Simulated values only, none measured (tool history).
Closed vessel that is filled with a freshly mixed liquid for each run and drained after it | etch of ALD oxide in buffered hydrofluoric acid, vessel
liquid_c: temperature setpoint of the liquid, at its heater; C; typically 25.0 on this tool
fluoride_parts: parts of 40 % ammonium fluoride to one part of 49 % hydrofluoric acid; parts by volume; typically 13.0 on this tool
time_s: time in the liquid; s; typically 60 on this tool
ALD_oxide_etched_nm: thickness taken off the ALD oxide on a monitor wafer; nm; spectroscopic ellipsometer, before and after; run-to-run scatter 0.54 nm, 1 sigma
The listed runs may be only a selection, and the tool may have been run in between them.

run,hour,liquid_c,fluoride_parts,time_s,"read-back film thickness of the ALD oxide reference wafer, read on the same gauge (nm)",ALD_oxide_etched_nm
1,0.0,27.5,9.5,60,79.97,191.74
2,84.9,27.5,9.5,60,79.99,190.22
3,148.8,25.0,16.0,60,79.98,101.37
4,220.3,25.0,16.0,60,80.01,100.60
5,384.4,25.0,16.0,60,80.02,100.76
6,479.0,22.0,13.0,60,80.01,104.31
# hour 486.8: thermometer replaced
7,515.1,22.0,13.0,60,80.00,100.10
8,569.1,25.0,11.0,60,80.01,138.71
9,658.1,25.0,9.5,60,80.01,156.50
# hour 698.1: thermometer replaced, repeated, since the last time left the tool worse
10,757.1,25.0,9.5,60,79.99,174.18
11,821.7,25.0,13.0,60,79.99,130.10
# hour 867.9: hydrofluoric acid flow meter replaced
12,868.4,25.0,13.0,60,80.00,130.79
# hour 888.6: gauge calibrated
13,955.9,20.5,10.0,35,80.00,75.75
14,1038.4,25.0,13.0,60,79.99,128.79
15,1145.8,21.5,9.0,75,79.97,183.89
16,1194.7,25.0,18.0,30,80.02,46.73
17,1260.3,22.5,10.0,60,80.00,143.98
18,1328.7,25.0,13.0,60,80.01,128.06
19,1433.3,23.0,15.5,30,80.02,48.32
20,1476.3,26.5,16.0,60,79.99,113.20
21,1576.0,25.0,10.5,60,79.99,156.53

Predict each of these 3 candidate next runs independently; none follows another, all start after run 21:
A,1576.7,25.0,13.0,40,?,?
B,1576.7,29.5,8.5,60,?,?
C,1576.7,27.0,13.0,60,?,?

run,"read-back film thickness of the ALD oxide reference wafer, read on the same gauge (nm)",ALD_oxide_etched_nm
A,80.00,84.93
B,80.00,238.08
C,80.00,141.95
Without the tool's hidden state the same runs would have given:
run,ALD_oxide_etched_nm
A,87.89
B,246.11
C,146.83
